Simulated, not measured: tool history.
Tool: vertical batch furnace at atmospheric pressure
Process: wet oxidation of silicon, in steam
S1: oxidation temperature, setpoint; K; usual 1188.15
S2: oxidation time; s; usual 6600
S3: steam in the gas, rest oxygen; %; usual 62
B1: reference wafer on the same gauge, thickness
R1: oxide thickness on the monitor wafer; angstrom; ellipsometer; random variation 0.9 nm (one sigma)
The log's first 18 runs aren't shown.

-- hour=1206.6 steam generator serviced
run 19 hour=1222.1 | S1=1200.15 S2=6600 S3=57 | B1=222.37 | R1=2502.1
run 20 hour=1291.7 | S1=1188.15 S2=6600 S3=66 | B1=222.10 | R1=2491.1
run 21 hour=1328.0 | S1=1170.15 S2=5700 S3=66 | B1=221.84 | R1=1811.7
run 22 hour=1383.4 | S1=1188.15 S2=6600 S3=67 | B1=221.74 | R1=2507.3
run 23 hour=1444.6 | S1=1169.15 S2=4320 S3=56 | B1=222.04 | R1=1253.2
run 24 hour=1506.9 | S1=1178.15 S2=6600 S3=67 | B1=222.28 | R1=2252.0
run 25 hour=1574.9 | S1=1176.15 S2=4860 S3=62 | B1=221.93 | R1=1629.9
run 26 hour=1636.7 | S1=1188.15 S2=6600 S3=62 | B1=222.52 | R1=2338.4
run 27 hour=1670.8 | S1=1169.15 S2=7920 S3=74 | B1=221.86 | R1=2531.2
run 28 hour=1699.6 | S1=1164.15 S2=6600 S3=65 | B1=222.01 | R1=1852.3
run 29 hour=1738.8 | S1=1210.15 S2=6600 S3=62 | B1=222.48 | R1=2908.2
run 30 hour=1798.5 | S1=1166.15 S2=8760 S3=62 | B1=221.86 | R1=2287.6
run 31 hour=1850.2 | S1=1188.15 S2=6600 S3=62 | B1=221.79 | R1=2356.0
run 32 hour=2031.6 | S1=1210.15 S2=6600 S3=62 | B1=222.00 | R1=2920.0
run 33 hour=2178.9 | S1=1213.15 S2=8550 S3=58 | B1=222.19 | R1=3414.2
run 34 hour=2240.4 | S1=1188.15 S2=6600 S3=55 | B1=222.09 | R1=2144.8

Forecast each of these 5 alternatives for the next run:
run A hour=2245.6 | S1=1211.15 S2=6600 S3=62 | B1=? | R1=?
run B hour=2245.6 | S1=1179.15 S2=3780 S3=52 | B1=? | R1=?
run C hour=2245.6 | S1=1177.15 S2=6600 S3=73 | B1=? | R1=?
run D hour=2245.6 | S1=1188.15 S2=6600 S3=51 | B1=? | R1=?
run E hour=2245.6 | S1=1207.15 S2=3360 S3=57 | B1=? | R1=?

run=A B1=221.66 R1=2943.6
run=B B1=221.66 R1=1212.3
run=C B1=221.66 R1=2392.6
run=D B1=221.66 R1=2033.6
run=E B1=221.66 R1=1585.7
Without the tool's hidden state the same runs would have given:
run=A R1=2955.9
run=B R1=1214.5
run=C R1=2397.8
run=D R1=2040.0
run=E R1=1591.5
